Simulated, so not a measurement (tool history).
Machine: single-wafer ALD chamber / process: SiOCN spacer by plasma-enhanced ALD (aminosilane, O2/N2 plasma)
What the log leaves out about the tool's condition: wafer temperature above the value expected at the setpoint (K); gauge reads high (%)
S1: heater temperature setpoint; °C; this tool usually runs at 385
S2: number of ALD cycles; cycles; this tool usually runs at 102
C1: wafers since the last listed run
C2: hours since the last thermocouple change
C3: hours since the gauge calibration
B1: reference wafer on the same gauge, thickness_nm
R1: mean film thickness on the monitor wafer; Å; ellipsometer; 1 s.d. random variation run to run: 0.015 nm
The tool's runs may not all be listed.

run     day   S1   S2   C1      C2     C3     B1     R1
  1   0.000  385  115    0  2325.0  393.5  5.557  66.92
  2   0.562  378  102   41  2338.5  407.0  5.551  59.60
  3   1.825  378  102   92  2368.8  437.3  5.550  59.80
  4   2.846  385  102   74  2393.3  461.8  5.550  59.40
  5   3.758  385  102   66  2415.2  483.7  5.550  59.41
  6   4.775  385  102   74  2439.6  508.1  5.553  59.34
  7   5.508  385  102   53  2457.2  525.7  5.548  59.57
      7.288  -- gauge calibrated
  8   7.446  385  102  141  2503.7    3.8  5.549  59.20
  9   8.108  385  102   48  2519.6   19.7  5.549  59.63
 10   9.000  385  102   65  2541.0   41.1  5.549  59.76
 11  10.242  385  102   90  2570.8   70.9  5.553  59.42
 12  11.521  385  102   93  2601.5  101.6  5.550  59.51
 13  12.100  385   96   42  2615.4  115.5  5.550  55.93
 14  12.879  385  102   56  2634.1  134.2  5.547  59.51
 15  13.721  377   92   61  2654.3  154.4  5.555  53.68
 16  14.412  373   87   50  2670.9  171.0  5.551  51.07
 17  15.008  377  115   43  2685.2  185.3  5.545  66.78
 18  16.358  385  102   98  2717.6  217.7  5.545  59.59
     17.175  -- thermocouple changed; heater temperature recalibrated
 19  17.854  396   90   84    16.3  253.6  5.545  52.39
 20  19.125  396   90   92    46.8  284.1  5.543  52.54
 21  19.738  385  102   44    61.5  298.8  5.550  59.52

Run 22 comes next. What will it give?
 22  20.979  389  116  90  91.3  328.6   ?   ?

{"run 22": {"B1": 5.554, "R1": 67.76}}
On a tool with no hidden condition, and with the same random variation, this run would have come out at R1 67.76 Å.
